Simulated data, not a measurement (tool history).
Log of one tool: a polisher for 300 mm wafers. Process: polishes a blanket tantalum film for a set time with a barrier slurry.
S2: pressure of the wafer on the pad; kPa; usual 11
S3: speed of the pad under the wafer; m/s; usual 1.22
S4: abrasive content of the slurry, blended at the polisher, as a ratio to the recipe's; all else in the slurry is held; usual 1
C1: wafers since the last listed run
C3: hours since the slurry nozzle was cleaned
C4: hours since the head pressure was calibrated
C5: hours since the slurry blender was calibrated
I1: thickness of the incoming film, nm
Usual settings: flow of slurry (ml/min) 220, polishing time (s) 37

Run 1, hour 0: usual settings but S3 1.44 m/s; C1 0; wafers polished on this pad 1190; C3 455.3; C4 757.3; C5 267.9; I1 430.4. Result: film removed (Å) 735.
Run 2, hour 13.7: usual settings but S2 9 kPa; C1 159; wafers polished on this pad 1349; C3 469; C4 771; C5 281.6; I1 423.9. Result: film removed (Å) 564.
At hour 25.2: worn pad replaced by a new one.
Run 3, hour 60: usual settings but S2 9 kPa; C1 492; wafers polished on this pad 405; C3 515.3; C4 817.3; C5 327.9; I1 433.8. Result: film removed (Å) 551.
Run 4, hour 83.2: usual settings but S2 9 kPa; C1 270; wafers polished on this pad 675; C3 538.5; C4 840.5; C5 351.1; I1 432.6. Result: film removed (Å) 533.
Run 5, hour 100.8: usual settings but S3 0.96 m/s; C1 204; wafers polished on this pad 880; C3 556.1; C4 858.1; C5 368.7; I1 432.5. Result: film removed (Å) 494.
Run 6, hour 124: usual settings but S3 0.96 m/s; C1 270; wafers polished on this pad 1150; C3 579.3; C4 881.3; C5 391.9; I1 433.7. Result: film removed (Å) 482.
At hour 132: worn pad replaced by a new one.
Run 7, hour 145: usual settings but S3 1.5 m/s, S4 0.75; C1 197; wafers polished on this pad 151; C3 600.3; C4 902.3; C5 412.9; I1 427.8. Result: film removed (Å) 660.
At hour 171.1: slurry blender recalibrated.
Run 8, hour 173: usual settings but S3 1.5 m/s, S4 0.75; C1 302; wafers polished on this pad 453; C3 628.3; C4 930.3; C5 1.9; I1 435.4. Result: film removed (Å) 746.
At hour 202.1: head pressure recalibrated.
At hour 217.6: slurry nozzle cleaned.
Run 9, hour 226.3: usual settings but flow of slurry (ml/min) 180, S2 15.2 kPa; C1 585; wafers polished on this pad 1039; C3 8.7; C4 24.2; C5 55.2; I1 436.4. Result: film removed (Å) 776.
At hour 230.4: worn pad replaced by a new one.
Run 10, hour 240.9: usual settings but flow of slurry (ml/min) 295, S3 0.88 m/s, S4 0.8; C1 123; wafers polished on this pad 122; C3 23.3; C4 38.8; C5 69.8; I1 433.8. Result: film removed (Å) 468.
Run 11, hour 259.8: usual settings but S2 12.4 kPa, S3 1.04 m/s; C1 220; wafers polished on this pad 342; C3 42.2; C4 57.7; C5 88.7; I1 435.9. Result: film removed (Å) 604.
Run 12, hour 290: usual settings but flow of slurry (ml/min) 155, S2 13.1 kPa, S3 1.08 m/s; C1 351; wafers polished on this pad 694; C3 72.4; C4 87.9; C5 118.9; I1 435.9. Result: film removed (Å) 617.
Run 13, hour 324.5: usual settings but S2 13.8 kPa, polishing time (s) 27; C1 401; wafers polished on this pad 1095; C3 106.9; C4 122.4; C5 153.4; I1 429.6. Result: film removed (Å) 545.
At hour 345.7: worn pad replaced by a new one.
Run 14, hour 357.7: usual settings but flow of slurry (ml/min) 255, S3 0.94 m/s, polishing time (s) 33; C1 339; wafers polished on this pad 139; C3 140.1; C4 155.6; C5 186.6; I1 437.5. Result: film removed (Å) 464.
Run 15, hour 372.4: usual settings but flow of slurry (ml/min) 185, S3 1.5 m/s; C1 171; wafers polished on this pad 310; C3 154.8; C4 170.3; C5 201.3; I1 438.7. Result: film removed (Å) 769.
Run 16, hour 403.3: usual settings; C1 359; wafers polished on this pad 670; C3 185.7; C4 201.2; C5 232.2; I1 425.8. Result: film removed (Å) 638.
Run 17, hour 430.6: usual settings; C1 317; wafers polished on this pad 988; C3 213; C4 228.5; C5 259.5; I1 430.6. Result: film removed (Å) 634.

The tool's hidden state at each run:
removal rate lost through wear of the pad, %: 0 in every run
slurry flow missing at the pad, %: 0 in every run
deviation of the head's pressure from its setpoint, %: 0 in every run
H1: abrasive missing from the slurry, %
run      H1
  1    13.8
  2      15
  3    19.2
  4    21.5
  5    23.4
  6    26.1
  7    28.6
  8  0.0438
  9   0.499
 10   0.771
 11    1.22
 12    2.16
 13    3.56
 14    5.25
 15     6.1
 16     8.1
 17    10.1
